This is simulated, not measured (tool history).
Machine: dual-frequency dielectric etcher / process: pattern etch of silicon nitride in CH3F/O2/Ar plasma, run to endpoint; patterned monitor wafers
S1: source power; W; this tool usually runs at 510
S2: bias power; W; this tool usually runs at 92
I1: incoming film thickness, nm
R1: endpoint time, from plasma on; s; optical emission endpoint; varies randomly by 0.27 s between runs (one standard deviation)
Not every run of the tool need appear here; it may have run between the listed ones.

run 1 hour=0 | S1=510 S2=92 | I1=26.35 | R1=32.2
run 2 hour=43 | S1=510 S2=92 | I1=26.21 | R1=31.5
run 3 hour=115.3 | S1=460 S2=92 | I1=26.7 | R1=33.7
run 4 hour=209.9 | S1=460 S2=92 | I1=26.01 | R1=32.8
run 5 hour=297.8 | S1=460 S2=92 | I1=26.1 | R1=31.9
-- hour=377.9 wet clean of the chamber
run 6 hour=378.4 | S1=510 S2=92 | I1=26.22 | R1=32.1
run 7 hour=445.9 | S1=510 S2=92 | I1=26.36 | R1=32.5
run 8 hour=540.8 | S1=510 S2=92 | I1=26.41 | R1=32
run 9 hour=590.6 | S1=510 S2=92 | I1=26.38 | R1=31.5
run 10 hour=655.1 | S1=510 S2=92 | I1=26.26 | R1=31.5
run 11 hour=702.7 | S1=510 S2=92 | I1=25.96 | R1=30.9
run 12 hour=745.5 | S1=510 S2=102 | I1=26.39 | R1=30.8
run 13 hour=797.6 | S1=510 S2=102 | I1=25.98 | R1=29.7
-- hour=950.2 wet clean of the chamber
-- hour=990.7 upper electrode replaced, of another model than before
run 14 hour=1000.9 | S1=510 S2=102 | I1=26.06 | R1=30.6
run 15 hour=1062.2 | S1=510 S2=78 | I1=26.27 | R1=33.2
run 16 hour=1101.2 | S1=510 S2=78 | I1=26.2 | R1=33.2
run 17 hour=1188.1 | S1=510 S2=78 | I1=26.49 | R1=32.9
run 18 hour=1267.2 | S1=510 S2=92 | I1=26.5 | R1=31.3
run 19 hour=1353.4 | S1=550 S2=112 | I1=26.17 | R1=28.2
run 20 hour=1430.2 | S1=510 S2=92 | I1=26 | R1=30.1
-- hour=1502.4 wet clean of the chamber
run 21 hour=1506.1 | S1=510 S2=92 | I1=26.3 | R1=32.1
-- hour=1533.4 bias power generator calibrated
run 22 hour=1573.5 | S1=610 S2=114 | I1=26.05 | R1=28
run 23 hour=1639 | S1=510 S2=103 | I1=26.29 | R1=30.8
run 24 hour=1717.4 | S1=510 S2=105 | I1=26.43 | R1=30.8
run 25 hour=1795.8 | S1=390 S2=113 | I1=26.46 | R1=32.6
run 26 hour=1863.9 | S1=510 S2=92 | I1=26.59 | R1=31.4
-- hour=1923.3 source power generator calibrated
run 27 hour=1928.7 | S1=410 S2=72 | I1=26.32 | R1=36.8
run 28 hour=1994.9 | S1=550 S2=92 | I1=26.29 | R1=29.9
run 29 hour=2098.7 | S1=510 S2=113 | I1=26.27 | R1=28.6
-- hour=2131.3 wet clean of the chamber
run 30 hour=2179.4 | S1=540 S2=104 | I1=26.36 | R1=30.2
run 31 hour=2241.7 | S1=400 S2=102 | I1=26.24 | R1=33.6
run 32 hour=2324.7 | S1=620 S2=99 | I1=26.32 | R1=28.4
run 33 hour=2416.1 | S1=550 S2=79 | I1=26.4 | R1=31.8
run 34 hour=2490.1 | S1=510 S2=92 | I1=26.1 | R1=30.7

3 ways to go on from here, each from the tool as it stands after run 34. What would each give?
run A hour=2490.5 | S1=440 S2=92 | I1=26.07 | R1=?
run B hour=2490.5 | S1=550 S2=108 | I1=26.07 | R1=?
run C hour=2490.5 | S1=440 S2=78 | I1=26.07 | R1=?

run=A R1=32.6
run=B R1=28.4
run=C R1=34.3
Stripped of hidden state, with their random variation kept, the same runs would have yielded:
run=A R1=33.7
run=B R1=29.4
run=C R1=35.5

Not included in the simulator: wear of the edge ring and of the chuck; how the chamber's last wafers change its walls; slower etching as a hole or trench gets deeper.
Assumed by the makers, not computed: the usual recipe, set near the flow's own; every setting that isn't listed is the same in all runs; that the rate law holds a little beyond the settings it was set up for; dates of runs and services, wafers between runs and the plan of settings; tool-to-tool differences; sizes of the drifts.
